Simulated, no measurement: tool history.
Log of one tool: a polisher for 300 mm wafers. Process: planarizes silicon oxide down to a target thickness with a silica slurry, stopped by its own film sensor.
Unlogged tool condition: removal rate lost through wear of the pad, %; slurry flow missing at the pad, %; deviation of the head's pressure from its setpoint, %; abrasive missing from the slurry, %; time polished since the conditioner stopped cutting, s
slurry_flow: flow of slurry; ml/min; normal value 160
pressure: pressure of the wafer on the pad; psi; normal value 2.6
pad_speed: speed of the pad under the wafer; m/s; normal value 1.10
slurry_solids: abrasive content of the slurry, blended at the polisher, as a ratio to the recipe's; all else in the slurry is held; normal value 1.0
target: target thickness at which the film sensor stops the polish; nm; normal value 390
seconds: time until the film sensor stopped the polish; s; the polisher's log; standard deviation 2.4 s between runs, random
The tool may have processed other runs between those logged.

| run | hour | slurry_flow | pressure | pad_speed | slurry_solids | target | wafers since the last listed run | wafers polished on this pad | hours since the slurry nozzle was cleaned | hours since the head pressure was calibrated | hours since the slurry blender was calibrated | hours since the conditioning disc was replaced | incoming thickness of the incoming film, nm | seconds |
|---|---|---|---|---|---|---|---|---|---|---|---|---|---|---|
| 1 | 0.0 | 160 | 2.6 | 1.10 | 0.8 | 390 | 0 | 619 | 545.9 | 390.5 | 337.3 | 427.8 | 696.0 | 222.9 |
|  | 16.0 | head pressure recalibrated |
|  | 19.0 | conditioning disc replaced and pad reconditioned |
|  | 55.2 | slurry nozzle cleaned |
| 2 | 75.4 | 200 | 2.6 | 1.10 | 1.0 | 390 | 484 | 1104 | 20.2 | 59.4 | 412.7 | 56.4 | 695.3 | 162.3 |
|  | 130.2 | slurry blender recalibrated |
| 3 | 180.1 | 200 | 2.6 | 1.10 | 1.0 | 390 | 707 | 1811 | 124.9 | 164.1 | 49.9 | 161.1 | 699.9 | 163.6 |
| 4 | 285.3 | 125 | 2.6 | 1.10 | 1.0 | 390 | 724 | 2536 | 230.1 | 269.3 | 155.1 | 266.3 | 690.3 | 180.9 |
| 5 | 326.9 | 160 | 2.6 | 1.10 | 1.0 | 390 | 286 | 2822 | 271.7 | 310.9 | 196.7 | 307.9 | 684.4 | 177.1 |
|  | 343.8 | worn pad replaced by a new one |
|  | 498.5 | conditioning disc replaced and pad reconditioned |
|  | 505.1 | head pressure recalibrated |
| 6 | 516.7 | 160 | 2.6 | 1.10 | 1.0 | 390 | 1251 | 1163 | 461.5 | 11.6 | 386.5 | 18.2 | 681.1 | 173.0 |
| 7 | 559.9 | 160 | 2.4 | 1.18 | 1.0 | 390 | 297 | 1460 | 504.7 | 54.8 | 429.7 | 61.4 | 689.1 | 173.8 |
|  | 599.2 | slurry blender recalibrated |
| 8 | 614.1 | 160 | 2.6 | 1.10 | 1.0 | 390 | 359 | 1820 | 558.9 | 109.0 | 14.9 | 115.6 | 689.6 | 181.8 |
| 9 | 656.1 | 160 | 2.6 | 1.10 | 1.0 | 390 | 289 | 2109 | 600.9 | 151.0 | 56.9 | 157.6 | 675.1 | 178.7 |
| 10 | 700.7 | 160 | 2.6 | 1.10 | 1.0 | 390 | 307 | 2416 | 645.5 | 195.6 | 101.5 | 202.2 | 684.0 | 184.1 |
|  | 717.0 | slurry nozzle cleaned |
|  | 737.9 | worn pad replaced by a new one |
| 11 | 786.8 | 160 | 2.6 | 1.10 | 1.0 | 390 | 558 | 336 | 69.8 | 281.7 | 187.6 | 288.3 | 689.9 | 178.3 |
| 12 | 833.3 | 160 | 2.6 | 1.38 | 1.0 | 390 | 320 | 656 | 116.3 | 328.2 | 234.1 | 334.8 | 697.7 | 152.6 |
| 13 | 871.1 | 160 | 2.6 | 1.10 | 1.0 | 390 | 260 | 917 | 154.1 | 366.0 | 271.9 | 372.6 | 686.3 | 178.7 |
|  | 941.2 | conditioning disc replaced and pad reconditioned |
|  | 984.2 | head pressure recalibrated |
|  | 1086.3 | slurry blender recalibrated |
| 14 | 1126.6 | 160 | 2.2 | 1.10 | 1.0 | 427 | 1718 | 2635 | 409.6 | 142.4 | 40.3 | 185.4 | 680.3 | 169.7 |

Estimate the outcome of run 15 from the log above:
|  | 1207.1 | worn pad replaced by a new one |
| 15 | 1213.8 | 160 | 3.4 | 1.20 | 1.0 | 292 | 572 | 46 | 496.8 | 229.6 | 127.5 | 272.6 | 685.7 | ? |

Run 15 gave seconds 190.4 s.
The same run, on a tool lacking any hidden state, would have yielded seconds 172.4 s.

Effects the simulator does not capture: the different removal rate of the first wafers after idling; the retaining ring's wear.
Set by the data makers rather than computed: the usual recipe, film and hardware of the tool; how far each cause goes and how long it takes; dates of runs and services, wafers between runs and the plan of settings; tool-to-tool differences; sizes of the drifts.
